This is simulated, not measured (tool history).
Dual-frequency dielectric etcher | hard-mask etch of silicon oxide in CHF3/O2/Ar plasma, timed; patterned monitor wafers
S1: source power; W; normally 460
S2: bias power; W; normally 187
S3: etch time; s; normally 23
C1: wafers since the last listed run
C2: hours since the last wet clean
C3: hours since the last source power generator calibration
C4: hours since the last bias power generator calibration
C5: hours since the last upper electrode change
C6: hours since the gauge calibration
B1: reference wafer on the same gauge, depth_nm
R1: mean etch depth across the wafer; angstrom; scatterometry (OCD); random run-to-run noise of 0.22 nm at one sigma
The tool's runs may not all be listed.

| run | hour | S1 | S2 | S3 | C1 | C2 | C3 | C4 | C5 | C6 | B1 | R1 |
|---|---|---|---|---|---|---|---|---|---|---|---|---|
| 1 | 0 | 460 | 187 | 23 | 0 | 20.3 | 1640.2 | 2338.6 | 4515.6 | 517.1 | 41.7 | 434.2 |
| 2 | 54.7 | 460 | 187 | 23 | 643 | 75 | 1694.9 | 2393.3 | 4570.3 | 571.8 | 41.7 | 436.3 |
| 3 | 109 | 460 | 187 | 23 | 638 | 129.3 | 1749.2 | 2447.6 | 4624.6 | 626.1 | 41.64 | 440 |
| 4 | 160.3 | 460 | 187 | 23 | 603 | 180.6 | 1800.5 | 2498.9 | 4675.9 | 677.4 | 41.68 | 436.5 |
| 5 | 244 | 460 | 187 | 23 | 984 | 264.3 | 1884.2 | 2582.6 | 4759.6 | 761.1 | 41.69 | 439.2 |
|  | 259.7 | gauge calibrated |
| 6 | 313 | 460 | 187 | 23 | 811 | 333.3 | 1953.2 | 2651.6 | 4828.6 | 53.3 | 41.73 | 437.2 |
|  | 359.9 | wet clean of the chamber |
| 7 | 387.9 | 460 | 187 | 27 | 598 | 28 | 2028.1 | 2726.5 | 4903.5 | 128.2 | 41.72 | 513.3 |
| 8 | 429.3 | 460 | 187 | 23 | 487 | 69.4 | 2069.5 | 2767.9 | 4944.9 | 169.6 | 41.69 | 435.5 |
|  | 467.1 | source power generator calibrated |
|  | 475.9 | upper electrode replaced |
| 9 | 500.3 | 460 | 187 | 23 | 684 | 140.4 | 33.2 | 2838.9 | 24.4 | 240.6 | 41.66 | 439 |
| 10 | 538.1 | 430 | 187 | 23 | 444 | 178.2 | 71 | 2876.7 | 62.2 | 278.4 | 41.61 | 426.5 |
| 11 | 594.4 | 460 | 187 | 23 | 662 | 234.5 | 127.3 | 2933 | 118.5 | 334.7 | 41.73 | 435 |
| 12 | 661.8 | 540 | 223 | 23 | 792 | 301.9 | 194.7 | 3000.4 | 185.9 | 402.1 | 41.74 | 487.8 |
|  | 761.7 | wet clean of the chamber |
| 13 | 762.2 | 460 | 187 | 23 | 898 | 0.5 | 295.1 | 3100.8 | 286.3 | 502.5 | 41.71 | 434.9 |
| 14 | 840.6 | 460 | 157 | 29.5 | 922 | 78.9 | 373.5 | 3179.2 | 364.7 | 580.9 | 41.71 | 529 |
| 15 | 913 | 460 | 227 | 29.5 | 851 | 151.3 | 445.9 | 3251.6 | 437.1 | 653.3 | 41.66 | 596.9 |
|  | 1065.8 | gauge calibrated |
|  | 1098.9 | bias power generator calibrated |
|  | 1133 | wet clean of the chamber |
| 16 | 1187.2 | 460 | 150 | 23 | 2896 | 54.2 | 720.1 | 88.3 | 711.3 | 121.4 | 41.63 | 408.4 |
| 17 | 1231.3 | 430 | 187 | 19.5 | 518 | 98.3 | 764.2 | 132.4 | 755.4 | 165.5 | 41.69 | 360.7 |

Forecast run 18:
| 18 | 1304.2 | 390 | 213 | 18 | 857 | 171.2 | 837.1 | 205.3 | 828.3 | 238.4 | ? | ? |

B1: 41.72
R1: 333.4 angstrom
With no hidden state in the tool, this same run would have given R1 333.4 angstrom.
